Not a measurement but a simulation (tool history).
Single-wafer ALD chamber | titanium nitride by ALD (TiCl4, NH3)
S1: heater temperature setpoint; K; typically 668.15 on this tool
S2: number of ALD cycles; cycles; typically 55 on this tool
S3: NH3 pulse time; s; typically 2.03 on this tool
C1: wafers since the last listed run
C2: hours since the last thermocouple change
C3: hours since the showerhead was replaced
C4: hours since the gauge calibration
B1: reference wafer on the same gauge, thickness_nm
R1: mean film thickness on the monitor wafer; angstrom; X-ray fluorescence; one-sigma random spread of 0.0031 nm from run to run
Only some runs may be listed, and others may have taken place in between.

{"run": 1, "day": 0.0, "S1": 668.15, "S2": 55, "S3": 2.03, "C1": 0, "C2": 1182, "C3": 3522.3, "C4": 142.1, "B1": 1.31, "R1": 12.48}
{"run": 2, "day": 1.262, "S1": 668.15, "S2": 55, "S3": 2.03, "C1": 176, "C2": 1212.3, "C3": 3552.6, "C4": 172.4, "B1": 1.31, "R1": 12.5}
{"run": 3, "day": 5.35, "S1": 668.15, "S2": 55, "S3": 2.03, "C1": 572, "C2": 1310.4, "C3": 3650.7, "C4": 270.5, "B1": 1.312, "R1": 12.51}
{"day": 6.408, "done": "thermocouple changed; heater temperature recalibrated"}
{"run": 4, "day": 6.746, "S1": 668.15, "S2": 55, "S3": 2.03, "C1": 148, "C2": 8.1, "C3": 3684.2, "C4": 304, "B1": 1.313, "R1": 12.48}
{"run": 5, "day": 7.425, "S1": 668.15, "S2": 55, "S3": 1.86, "C1": 95, "C2": 24.4, "C3": 3700.5, "C4": 320.3, "B1": 1.315, "R1": 12.48}
{"run": 6, "day": 8.054, "S1": 668.15, "S2": 55, "S3": 1.86, "C1": 88, "C2": 39.5, "C3": 3715.6, "C4": 335.4, "B1": 1.315, "R1": 12.43}
{"run": 7, "day": 10.929, "S1": 668.15, "S2": 55, "S3": 1.86, "C1": 402, "C2": 108.5, "C3": 3784.6, "C4": 404.4, "B1": 1.315, "R1": 12.44}
{"run": 8, "day": 11.912, "S1": 668.15, "S2": 55, "S3": 2.03, "C1": 137, "C2": 132.1, "C3": 3808.2, "C4": 428, "B1": 1.314, "R1": 12.57}
{"run": 9, "day": 12.417, "S1": 679.15, "S2": 51, "S3": 2.03, "C1": 70, "C2": 144.2, "C3": 3820.3, "C4": 440.1, "B1": 1.315, "R1": 11.74}
{"day": 12.588, "done": "gauge calibrated"}
{"run": 10, "day": 13.538, "S1": 668.15, "S2": 55, "S3": 2.03, "C1": 156, "C2": 171.1, "C3": 3847.2, "C4": 22.8, "B1": 1.3, "R1": 12.37}
{"day": 14.133, "done": "showerhead replaced"}
{"run": 11, "day": 14.154, "S1": 664.15, "S2": 64, "S3": 2.49, "C1": 39, "C2": 185.9, "C3": 0.5, "C4": 37.6, "B1": 1.303, "R1": 14.52}
{"run": 12, "day": 15.454, "S1": 655.15, "S2": 47, "S3": 2.03, "C1": 182, "C2": 217.1, "C3": 31.7, "C4": 68.8, "B1": 1.303, "R1": 10.5}
{"run": 13, "day": 16.15, "S1": 655.15, "S2": 55, "S3": 1.53, "C1": 97, "C2": 233.8, "C3": 48.4, "C4": 85.5, "B1": 1.305, "R1": 12.03}
{"run": 14, "day": 17.329, "S1": 668.15, "S2": 52, "S3": 2.03, "C1": 165, "C2": 262.1, "C3": 76.7, "C4": 113.8, "B1": 1.305, "R1": 11.82}
{"run": 15, "day": 17.908, "S1": 668.15, "S2": 50, "S3": 2.7, "C1": 81, "C2": 276, "C3": 90.6, "C4": 127.7, "B1": 1.305, "R1": 11.5}

Run 16 comes next. What will it give?
{"run": 16, "day": 18.808, "S1": 668.15, "S2": 55, "S3": 2.03, "C1": 126, "C2": 297.6, "C3": 112.2, "C4": 149.3, "B1": "?", "R1": "?"}

{"run 16": {"B1": 1.307, "R1": 12.44}}
On a tool with no hidden condition, and with the same random variation, this run would have come out at R1 12.38 angstrom.
